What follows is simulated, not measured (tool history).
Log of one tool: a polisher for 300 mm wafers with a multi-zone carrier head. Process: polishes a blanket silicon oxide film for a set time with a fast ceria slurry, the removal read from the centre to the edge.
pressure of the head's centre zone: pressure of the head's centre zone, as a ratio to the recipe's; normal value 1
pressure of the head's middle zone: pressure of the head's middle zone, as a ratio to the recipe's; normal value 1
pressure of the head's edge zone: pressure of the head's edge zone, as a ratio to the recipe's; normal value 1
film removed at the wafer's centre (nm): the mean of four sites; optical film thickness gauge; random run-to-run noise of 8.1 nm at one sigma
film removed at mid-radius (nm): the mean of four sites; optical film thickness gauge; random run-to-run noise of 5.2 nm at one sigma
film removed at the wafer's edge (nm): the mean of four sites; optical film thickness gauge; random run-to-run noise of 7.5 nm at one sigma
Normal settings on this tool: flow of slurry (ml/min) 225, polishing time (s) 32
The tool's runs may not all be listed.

run	day	flow of slurry (ml/min)	pressure of the head's centre zone	pressure of the head's middle zone	pressure of the head's edge zone	polishing time (s)	wafers since the last listed run	wafers polished on this pad	hours since the slurry nozzle was cleaned	hours since the centre zone pressure was calibrated	hours since the edge zone pressure was calibrated	hours since the carrier head's membrane was replaced	incoming thickness of the incoming film, nm	film removed at the wafer's centre (nm)	film removed at mid-radius (nm)	film removed at the wafer's edge (nm)
1	0	225	1	1	1	32	0	1474	574.9	144.1	937.7	835.2	1938	547.7	542.2	547.8
# day 2.225: slurry nozzle cleaned
2	2.533	245	1	1	1	28	956	2431	7.4	204.9	998.5	896	1940.5	468.5	470.5	468.5
3	5.358	225	1.06	1	1	36	1084	3515	75.2	272.7	1066.3	963.8	1957.6	628.2	598.8	592.7
4	7.512	225	1.06	1	1	36	827	4343	126.9	324.4	1118	1015.5	1927	617.6	583	578.7
# day 9.329: carrier head's membrane replaced by a new one
# day 9.471: worn pad replaced by a new one
5	9.492	225	1.06	1	1	36	625	7	174.4	371.9	1165.5	3.9	1949.1	636.6	609.4	601.9
# day 10.275: edge zone pressure recalibrated
6	11.358	225	1	1	1	32	684	692	219.2	416.7	26	48.7	1949.6	540	538	522.9
7	12.646	225	1	1	1	32	494	1186	250.1	447.6	56.9	79.6	1935.7	519.7	529.2	534.6
8	15.554	225	1	1	1	32	1116	2303	319.9	517.4	126.7	149.4	1976.5	529.9	528.4	523.1
# day 17.954: centre zone pressure recalibrated
9	18.429	225	0.91	1	1	25	1072	3375	388.9	11.4	195.7	218.4	1934.8	368.6	407.3	405.8
10	20.225	280	1	1	1	32	689	4065	432	54.5	238.8	261.5	1926.2	526.8	518.7	526.4
11	21.546	225	1	1	1	32	507	4572	463.7	86.2	270.5	293.2	1942.2	504.8	508.4	504.7
12	23.462	225	1	1	1	22	736	5308	509.7	132.2	316.5	339.2	1962.4	342.9	336.3	337.8
# day 24.546: worn pad replaced by a new one
13	26.083	225	1	1	1	32	942	591	572.6	195.1	379.4	402.1	1928.6	538.6	548.2	539.6
14	28.717	270	1	1.1	1	26	1011	1602	635.8	258.3	442.6	465.3	1934.7	443.5	484.6	431.9
15	29.892	225	1.1	0.93	1	32	451	2053	664	286.5	470.8	493.5	1942.6	587.6	511.3	544.5
# day 31.329: slurry nozzle cleaned
16	31.35	225	1	0.89	1	32	544	2597	0.5	321.5	505.8	528.5	1950.2	539	495.4	535.5
17	33.058	225	1	1	1.08	39	656	3253	41.5	362.5	546.8	569.5	1948.4	632	650.4	660.1
18	35.3	225	1	0.92	1.09	35	860	4114	95.3	416.3	600.6	623.3	1949.8	566.9	537.6	583.7
# day 37.55: worn pad replaced by a new one
19	37.571	255	1	1.11	1	36	808	7	149.8	470.8	655.1	677.8	1964.6	625.6	667.9	622.9
# day 43.425: centre zone pressure recalibrated
20	45.304	225	1	1	1	32	2937	2945	335.4	45.1	840.7	863.4	1933.1	536.7	529.3	511.9
21	47.975	225	1	1	1	32	1025	3970	399.5	109.2	904.8	927.5	1944.6	519.6	514.5	510.7
22	49.475	225	0.97	1.08	1.11	41	576	4546	435.5	145.2	940.8	963.5	1918.4	628.3	705.1	699
23	50.592	185	1	1.04	1	36	428	4975	462.3	172	967.6	990.3	1948.8	566.2	583.8	559.9

Below are 3 alternative next runs, each starting from the tool's condition after run 23. Predict each:
A	50.608	175	1	1	1	32	6	4982	462.7	172.4	968	990.7	1959.9	?	?	?
B	50.608	275	1.07	1	0.95	32	6	4982	462.7	172.4	968	990.7	1959.9	?	?	?
C	50.608	225	1	1	1.04	32	6	4982	462.7	172.4	968	990.7	1959.9	?	?	?

run	film removed at the wafer's centre (nm)	film removed at mid-radius (nm)	film removed at the wafer's edge (nm)
A	493.5	505.3	491.4
B	553.7	526.9	495.1
C	507.1	517.8	509.7
Had the tool no hidden state, the same runs would have come out as:
run	film removed at the wafer's centre (nm)	film removed at mid-radius (nm)	film removed at the wafer's edge (nm)
A	529.6	542.4	527.4
B	594.3	565.5	531.3
C	544.3	555.7	547.1
